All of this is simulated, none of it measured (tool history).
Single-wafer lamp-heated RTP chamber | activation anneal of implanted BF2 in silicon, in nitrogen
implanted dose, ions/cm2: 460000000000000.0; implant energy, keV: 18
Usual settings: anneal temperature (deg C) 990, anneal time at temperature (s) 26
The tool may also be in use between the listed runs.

run,hour,anneal temperature (deg C),anneal time at temperature (s),"read-back reference wafer on the same gauge, sheet resistance",sheet resistance of the implanted and annealed layer (ohm/square)
1,0.0,990,36,326.39,307.23
# hour 17.6: pyrometer window cleaned and pyrometer calibrated
2,30.1,990,36,326.19,304.10
3,43.0,990,26,325.98,310.41
4,78.8,990,26,325.67,310.25
5,93.6,990,26,326.47,312.72
6,109.6,990,26,326.00,309.68
# hour 130.0: reflector plate cleaned
7,131.9,990,26,325.92,309.54
8,145.3,990,26,325.75,310.59
9,160.1,990,26,325.60,314.98
10,174.6,990,26,326.20,310.88
# hour 197.9: gauge calibrated
11,208.6,990,20,325.81,314.38
12,232.6,990,20,325.45,317.79
# hour 253.7: pyrometer window cleaned and pyrometer calibrated
13,265.6,990,26,325.98,310.02
14,296.7,990,26,325.78,314.41
# hour 309.9: reflector plate cleaned
15,310.4,1001,26,325.70,305.25
16,342.6,990,11,325.96,321.66
17,362.3,969,32,325.87,326.27
18,384.4,990,12,325.79,321.07
19,435.0,974,15,325.92,336.99
20,452.5,969,15,325.98,344.29
21,471.3,990,26,325.89,314.30
22,493.6,962,11,325.96,362.65
# hour 512.5: reflector plate cleaned
23,526.1,1012,31,326.08,295.98
24,549.6,990,37,326.02,308.08
# hour 565.6: pyrometer window cleaned and pyrometer calibrated
25,582.9,1005,22,326.25,303.71
26,611.1,990,37,326.19,305.44

Forecast each of these 4 alternatives for the next run:
A,611.5,1018,26,?,?
B,611.5,990,39,?,?
C,611.5,990,19,?,?
D,611.5,966,32,?,?

run,"read-back reference wafer on the same gauge, sheet resistance",sheet resistance of the implanted and annealed layer (ohm/square)
A,325.60,296.24
B,325.60,305.32
C,325.60,314.52
D,325.60,331.68
Without the tool's hidden state the same runs would have given:
run,sheet resistance of the implanted and annealed layer (ohm/square)
A,296.24
B,305.32
C,314.52
D,331.68
